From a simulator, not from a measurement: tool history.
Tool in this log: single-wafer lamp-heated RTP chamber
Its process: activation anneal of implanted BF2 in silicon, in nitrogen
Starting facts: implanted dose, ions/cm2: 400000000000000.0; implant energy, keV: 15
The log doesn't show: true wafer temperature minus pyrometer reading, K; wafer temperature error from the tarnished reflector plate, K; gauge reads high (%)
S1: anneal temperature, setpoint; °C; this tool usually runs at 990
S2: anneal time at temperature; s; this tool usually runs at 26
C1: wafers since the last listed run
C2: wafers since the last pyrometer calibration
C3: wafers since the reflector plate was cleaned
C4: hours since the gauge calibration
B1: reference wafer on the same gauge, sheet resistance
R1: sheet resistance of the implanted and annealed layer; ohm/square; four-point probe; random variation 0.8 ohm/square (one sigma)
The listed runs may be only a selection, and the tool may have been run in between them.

| run | hour | S1 | S2 | C1 | C2 | C3 | C4 | B1 | R1 |
|---|---|---|---|---|---|---|---|---|---|
| 1 | 0 | 983 | 34 | 0 | 768 | 9433 | 212.7 | 254.87 | 315.65 |
| 2 | 31.5 | 990 | 34 | 214 | 983 | 9647 | 244.2 | 254.89 | 310.12 |
| 3 | 47.8 | 974 | 35 | 111 | 1094 | 9758 | 260.5 | 254.84 | 320.7 |
| 4 | 72.2 | 974 | 35 | 166 | 1260 | 9924 | 284.9 | 255.07 | 319.21 |
| 5 | 102.8 | 974 | 35 | 208 | 1469 | 10133 | 315.5 | 254.8 | 319.96 |
| 6 | 122.2 | 990 | 26 | 132 | 1601 | 10265 | 334.9 | 254.99 | 312.39 |
| 7 | 139.2 | 990 | 26 | 115 | 1717 | 10381 | 351.9 | 254.94 | 312.79 |
| 8 | 157.6 | 990 | 26 | 125 | 1842 | 10506 | 370.3 | 255.06 | 312.83 |
| 9 | 173.4 | 1007 | 26 | 107 | 1950 | 10614 | 386.1 | 255.11 | 306.97 |
| 10 | 188 | 1007 | 26 | 99 | 2049 | 10713 | 400.7 | 255.1 | 303.78 |
| 11 | 222.2 | 1007 | 26 | 233 | 2282 | 10947 | 434.9 | 254.97 | 305.17 |
| 12 | 245.7 | 974 | 26 | 160 | 2442 | 11107 | 458.4 | 255.17 | 321.96 |
| 13 | 272.1 | 974 | 26 | 179 | 2622 | 11287 | 484.8 | 254.78 | 320.63 |
| 14 | 294 | 974 | 26 | 149 | 2771 | 11436 | 506.7 | 254.99 | 320.47 |
| 15 | 318.2 | 990 | 26 | 164 | 2936 | 11601 | 530.9 | 254.98 | 311.94 |
|  | 338 | pyrometer window cleaned and pyrometer calibrated |
| 16 | 338.5 | 990 | 26 | 83 | 3 | 11684 | 551.2 | 254.9 | 317.38 |
| 17 | 371.6 | 978 | 26 | 225 | 228 | 11910 | 584.3 | 254.86 | 326.92 |
| 18 | 396 | 978 | 26 | 166 | 394 | 12076 | 608.7 | 254.98 | 326.88 |
| 19 | 434 | 1001 | 12 | 258 | 653 | 12335 | 646.7 | 254.99 | 319.66 |
| 20 | 463.5 | 1008 | 39 | 201 | 854 | 12536 | 676.2 | 255.28 | 302.44 |
|  | 477.6 | reflector plate cleaned |
| 21 | 571 | 1003 | 16 | 677 | 1532 | 636 | 783.7 | 255.09 | 312.65 |
| 22 | 604.6 | 968 | 34 | 228 | 1761 | 865 | 817.3 | 254.86 | 325.67 |
|  | 680.4 | gauge calibrated |
| 23 | 710.5 | 1013 | 22 | 721 | 2483 | 1586 | 30.1 | 255.14 | 303.75 |
| 24 | 730.2 | 1001 | 11 | 134 | 2617 | 1721 | 49.8 | 255.2 | 316.64 |
| 25 | 761.7 | 990 | 37 | 214 | 2832 | 1935 | 81.3 | 254.95 | 308.4 |
| 26 | 779.4 | 990 | 26 | 120 | 2952 | 2056 | 99 | 255.06 | 311.56 |
|  | 789.7 | pyrometer window cleaned and pyrometer calibrated |
| 27 | 791.8 | 976 | 26 | 29 | 14 | 2086 | 111.4 | 255.07 | 329.69 |
| 28 | 808.5 | 990 | 18 | 113 | 128 | 2200 | 128.1 | 255.29 | 320.68 |
| 29 | 831.6 | 990 | 26 | 157 | 285 | 2357 | 151.2 | 255.06 | 315.33 |
| 30 | 861.4 | 967 | 39 | 203 | 488 | 2560 | 181 | 255.05 | 330.39 |
| 31 | 878.6 | 990 | 36 | 117 | 605 | 2677 | 198.2 | 254.69 | 312.22 |
| 32 | 911.8 | 990 | 26 | 226 | 831 | 2903 | 231.4 | 255.14 | 315.34 |
| 33 | 944.2 | 1001 | 18 | 220 | 1052 | 3124 | 263.8 | 255.06 | 313.46 |
| 34 | 978.9 | 1000 | 17 | 236 | 1289 | 3361 | 298.5 | 254.9 | 313.36 |
| 35 | 1003.8 | 999 | 26 | 169 | 1458 | 3530 | 323.4 | 254.87 | 308.12 |
| 36 | 1024 | 1019 | 37 | 137 | 1596 | 3668 | 343.6 | 254.92 | 297.35 |

Alternative continuations, all from the tool just after run 36; predict every row:
| A | 1024.4 | 1018 | 26 | 2 | 1599 | 3671 | 344 | ? | ? |
| B | 1024.4 | 977 | 14 | 2 | 1599 | 3671 | 344 | ? | ? |
| C | 1024.4 | 981 | 40 | 2 | 1599 | 3671 | 344 | ? | ? |
| D | 1024.4 | 981 | 34 | 2 | 1599 | 3671 | 344 | ? | ? |
| E | 1024.4 | 967 | 31 | 2 | 1599 | 3671 | 344 | ? | ? |

| run | B1 | R1 |
|---|---|---|
| A | 254.85 | 301.85 |
| B | 254.85 | 331.79 |
| C | 254.85 | 313.35 |
| D | 254.85 | 315.43 |
| E | 254.85 | 329.28 |
What these runs would have given with no unlogged condition in the tool:
| run | R1 |
|---|---|
| A | 304.7 |
| B | 339.97 |
| C | 317.92 |
| D | 320.36 |
| E | 337.9 |

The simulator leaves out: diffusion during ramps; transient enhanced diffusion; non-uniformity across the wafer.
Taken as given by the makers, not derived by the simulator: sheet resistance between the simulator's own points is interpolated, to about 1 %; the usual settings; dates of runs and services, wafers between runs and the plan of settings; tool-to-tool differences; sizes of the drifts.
